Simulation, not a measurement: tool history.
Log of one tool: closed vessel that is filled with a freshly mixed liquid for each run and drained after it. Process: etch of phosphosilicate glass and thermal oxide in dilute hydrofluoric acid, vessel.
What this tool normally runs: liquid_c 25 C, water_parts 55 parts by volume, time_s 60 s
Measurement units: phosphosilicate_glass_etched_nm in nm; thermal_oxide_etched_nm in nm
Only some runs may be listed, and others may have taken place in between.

run,hour,liquid_c,water_parts,time_s,"read-back film thickness of the phosphosilicate glass reference wafer, read on the same gauge (nm)","read-back film thickness of the thermal oxide reference wafer, read on the same gauge (nm)",phosphosilicate_glass_etched_nm,thermal_oxide_etched_nm
1,0,25,55,60,40.02,120.01,155.97,5.83
2,18.4,25,55,60,39.98,120.02,157.72,5.78
3,47.5,25,55,60,40,120,156.34,5.74
# hour 116.1: thermometer replaced
4,120.3,25,55,60,40.01,120,163.98,5.99
# hour 126.2: gauge calibrated
5,140.1,25,55,60,40.03,119.97,163.8,6.03
6,168.8,25,55,60,39.99,119.99,162.72,5.99
7,196.1,25,55,60,39.99,119.97,160.87,5.99
8,219.8,27,55,90,39.96,120.05,265.74,9.77
9,235.7,29.5,55,85,40.02,119.98,276.18,10.2
10,271.5,30,80,50,40.02,120.01,109.19,4.02
11,301.9,25,55,40,39.96,119.96,107.66,4.03
12,325.9,25,55,60,40.02,120.01,162.64,6.04
13,395.4,25,35,60,39.98,119.99,259.8,9.64
14,425.7,25,55,60,40,120.04,161.17,5.93
# hour 435.5: hydrofluoric acid flow meter replaced
15,446.6,29.5,55,85,39.99,119.99,271.33,10.09
16,465.1,29.5,40,50,40.04,120.01,226.51,8.33
17,490.8,27,55,60,39.99,120.03,174.29,6.43
18,520,29,75,70,40.03,119.97,156.3,5.75
19,534.7,29.5,40,50,39.99,120,224.96,8.29

Estimate the outcome of run 20 from the log above:
20,554.6,25,40,45,?,?,?,?

Run 20 came out at read-back film thickness of the phosphosilicate glass reference wafer, read on the same gauge (nm) 40.03, read-back film thickness of the thermal oxide reference wafer, read on the same gauge (nm) 119.99, phosphosilicate_glass_etched_nm 167.76 nm, thermal_oxide_etched_nm 6.23 nm.
Had the tool carried no hidden state, the very same run would have given phosphosilicate_glass_etched_nm 170.76 nm, thermal_oxide_etched_nm 6.34 nm.

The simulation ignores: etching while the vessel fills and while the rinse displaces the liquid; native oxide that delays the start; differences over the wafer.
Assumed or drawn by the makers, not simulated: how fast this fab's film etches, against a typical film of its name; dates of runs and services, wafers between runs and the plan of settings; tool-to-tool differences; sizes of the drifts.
